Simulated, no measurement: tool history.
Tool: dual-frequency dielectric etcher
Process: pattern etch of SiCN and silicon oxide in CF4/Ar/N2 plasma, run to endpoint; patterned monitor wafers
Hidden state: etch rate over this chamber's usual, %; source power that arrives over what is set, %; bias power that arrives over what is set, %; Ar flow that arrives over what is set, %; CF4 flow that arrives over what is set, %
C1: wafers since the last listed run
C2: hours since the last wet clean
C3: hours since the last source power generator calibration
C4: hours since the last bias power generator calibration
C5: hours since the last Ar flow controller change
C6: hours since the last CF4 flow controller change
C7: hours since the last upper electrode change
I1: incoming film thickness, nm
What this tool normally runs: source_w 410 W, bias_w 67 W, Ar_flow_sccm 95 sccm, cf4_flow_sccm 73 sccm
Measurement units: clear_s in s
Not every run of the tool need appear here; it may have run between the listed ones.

run 1 hour=0 | source_w=410 bias_w=67 Ar_flow_sccm=95 cf4_flow_sccm=73 | C1=0 C2=227 C3=3790.7 C4=1987.8 C5=62.9 C6=1791.9 C7=5061.6 | I1=15.67 | clear_s=21.6
run 2 hour=89.7 | source_w=410 bias_w=67 Ar_flow_sccm=95 cf4_flow_sccm=73 | C1=1142 C2=316.7 C3=3880.4 C4=2077.5 C5=152.6 C6=1881.6 C7=5151.3 | I1=15.9 | clear_s=21.9
-- hour=97.9 source power generator calibrated
run 3 hour=146.7 | source_w=410 bias_w=67 Ar_flow_sccm=95 cf4_flow_sccm=61 | C1=675 C2=373.7 C3=48.8 C4=2134.5 C5=209.6 C6=1938.6 C7=5208.3 | I1=15.74 | clear_s=22.4
run 4 hour=221.3 | source_w=410 bias_w=67 Ar_flow_sccm=95 cf4_flow_sccm=61 | C1=950 C2=448.3 C3=123.4 C4=2209.1 C5=284.2 C6=2013.2 C7=5282.9 | I1=15.74 | clear_s=22.3
run 5 hour=262.7 | source_w=410 bias_w=67 Ar_flow_sccm=95 cf4_flow_sccm=73 | C1=527 C2=489.7 C3=164.8 C4=2250.5 C5=325.6 C6=2054.6 C7=5324.3 | I1=15.56 | clear_s=21.2
-- hour=295.3 wet clean of the chamber
-- hour=422.8 CF4 flow controller replaced
run 6 hour=503.3 | source_w=410 bias_w=81 Ar_flow_sccm=95 cf4_flow_sccm=73 | C1=2682 C2=208 C3=405.4 C4=2491.1 C5=566.2 C6=80.5 C7=5564.9 | I1=15.58 | clear_s=19.9
run 7 hour=574.9 | source_w=410 bias_w=67 Ar_flow_sccm=95 cf4_flow_sccm=73 | C1=912 C2=279.6 C3=477 C4=2562.7 C5=637.8 C6=152.1 C7=5636.5 | I1=15.85 | clear_s=21.9
run 8 hour=619.8 | source_w=480 bias_w=67 Ar_flow_sccm=106 cf4_flow_sccm=67 | C1=571 C2=324.5 C3=521.9 C4=2607.6 C5=682.7 C6=197 C7=5681.4 | I1=15.65 | clear_s=18.7
run 9 hour=658.2 | source_w=410 bias_w=67 Ar_flow_sccm=95 cf4_flow_sccm=73 | C1=489 C2=362.9 C3=560.3 C4=2646 C5=721.1 C6=235.4 C7=5719.8 | I1=15.57 | clear_s=21.5
-- hour=700.2 upper electrode replaced
run 10 hour=765.5 | source_w=410 bias_w=67 Ar_flow_sccm=95 cf4_flow_sccm=84 | C1=1061 C2=470.2 C3=667.6 C4=2753.3 C5=828.4 C6=342.7 C7=65.3 | I1=15.7 | clear_s=20.9
-- hour=817.2 wet clean of the chamber
run 11 hour=835.2 | source_w=450 bias_w=81 Ar_flow_sccm=109 cf4_flow_sccm=85 | C1=582 C2=18 C3=737.3 C4=2823 C5=898.1 C6=412.4 C7=135 | I1=15.75 | clear_s=18.1
run 12 hour=925.6 | source_w=350 bias_w=67 Ar_flow_sccm=74 cf4_flow_sccm=73 | C1=1151 C2=108.4 C3=827.7 C4=2913.4 C5=988.5 C6=502.8 C7=225.4 | I1=15.85 | clear_s=26
run 13 hour=988.5 | source_w=460 bias_w=67 Ar_flow_sccm=95 cf4_flow_sccm=73 | C1=801 C2=171.3 C3=890.6 C4=2976.3 C5=1051.4 C6=565.7 C7=288.3 | I1=15.84 | clear_s=19.6
-- hour=1053.7 bias power generator calibrated
run 14 hour=1081.5 | source_w=410 bias_w=67 Ar_flow_sccm=95 cf4_flow_sccm=73 | C1=1133 C2=264.3 C3=983.6 C4=27.8 C5=1144.4 C6=658.7 C7=381.3 | I1=15.73 | clear_s=21.5
run 15 hour=1317.8 | source_w=410 bias_w=67 Ar_flow_sccm=95 cf4_flow_sccm=73 | C1=3010 C2=500.6 C3=1219.9 C4=264.1 C5=1380.7 C6=895 C7=617.6 | I1=15.77 | clear_s=21.1
-- hour=1349 wet clean of the chamber
run 16 hour=1382.4 | source_w=410 bias_w=67 Ar_flow_sccm=95 cf4_flow_sccm=73 | C1=517 C2=33.4 C3=1284.5 C4=328.7 C5=1445.3 C6=959.6 C7=682.2 | I1=15.62 | clear_s=21.6
run 17 hour=1436.9 | source_w=360 bias_w=67 Ar_flow_sccm=102 cf4_flow_sccm=73 | C1=694 C2=87.9 C3=1339 C4=383.2 C5=1499.8 C6=1014.1 C7=736.7 | I1=15.57 | clear_s=25.3
run 18 hour=1498 | source_w=360 bias_w=67 Ar_flow_sccm=112 cf4_flow_sccm=73 | C1=778 C2=149 C3=1400.1 C4=444.3 C5=1560.9 C6=1075.2 C7=797.8 | I1=15.6 | clear_s=25.5
run 19 hour=1546.2 | source_w=410 bias_w=67 Ar_flow_sccm=111 cf4_flow_sccm=59 | C1=614 C2=197.2 C3=1448.3 C4=492.5 C5=1609.1 C6=1123.4 C7=846 | I1=15.68 | clear_s=23
run 20 hour=1620.2 | source_w=410 bias_w=67 Ar_flow_sccm=95 cf4_flow_sccm=60 | C1=942 C2=271.2 C3=1522.3 C4=566.5 C5=1683.1 C6=1197.4 C7=920 | I1=15.72 | clear_s=22.2
run 21 hour=1704.7 | source_w=410 bias_w=67 Ar_flow_sccm=95 cf4_flow_sccm=73 | C1=1076 C2=355.7 C3=1606.8 C4=651 C5=1767.6 C6=1281.9 C7=1004.5 | I1=15.64 | clear_s=21.2
run 22 hour=1786.9 | source_w=410 bias_w=67 Ar_flow_sccm=95 cf4_flow_sccm=73 | C1=1047 C2=437.9 C3=1689 C4=733.2 C5=1849.8 C6=1364.1 C7=1086.7 | I1=15.63 | clear_s=21.1
run 23 hour=1840.4 | source_w=410 bias_w=74 Ar_flow_sccm=95 cf4_flow_sccm=90 | C1=681 C2=491.4 C3=1742.5 C4=786.7 C5=1903.3 C6=1417.6 C7=1140.2 | I1=15.65 | clear_s=19.3
-- hour=1901.9 wet clean of the chamber
run 24 hour=1902.4 | source_w=410 bias_w=67 Ar_flow_sccm=95 cf4_flow_sccm=73 | C1=484 C2=0.5 C3=1804.5 C4=848.7 C5=1965.3 C6=1479.6 C7=1202.2 | I1=15.56 | clear_s=21.6

Consider 4 possible next runs. They are alternatives, not a sequence: every one starts from the tool as it was left by run 24. What does each give?
run A hour=1902.8 | source_w=410 bias_w=67 Ar_flow_sccm=95 cf4_flow_sccm=73 | C1=5 C2=0.9 C3=1804.9 C4=849.1 C5=1965.7 C6=1480 C7=1202.6 | I1=15.61 | clear_s=?
run B hour=1902.8 | source_w=410 bias_w=67 Ar_flow_sccm=72 cf4_flow_sccm=91 | C1=5 C2=0.9 C3=1804.9 C4=849.1 C5=1965.7 C6=1480 C7=1202.6 | I1=15.61 | clear_s=?
run C hour=1902.8 | source_w=500 bias_w=67 Ar_flow_sccm=95 cf4_flow_sccm=84 | C1=5 C2=0.9 C3=1804.9 C4=849.1 C5=1965.7 C6=1480 C7=1202.6 | I1=15.61 | clear_s=?
run D hour=1902.8 | source_w=510 bias_w=67 Ar_flow_sccm=95 cf4_flow_sccm=73 | C1=5 C2=0.9 C3=1804.9 C4=849.1 C5=1965.7 C6=1480 C7=1202.6 | I1=15.61 | clear_s=?

run=A clear_s=21.6
run=B clear_s=20.2
run=C clear_s=16.9
run=D clear_s=17
What these runs would have given with no unlogged condition in the tool:
run=A clear_s=21.6
run=B clear_s=20.2
run=C clear_s=16.9
run=D clear_s=17
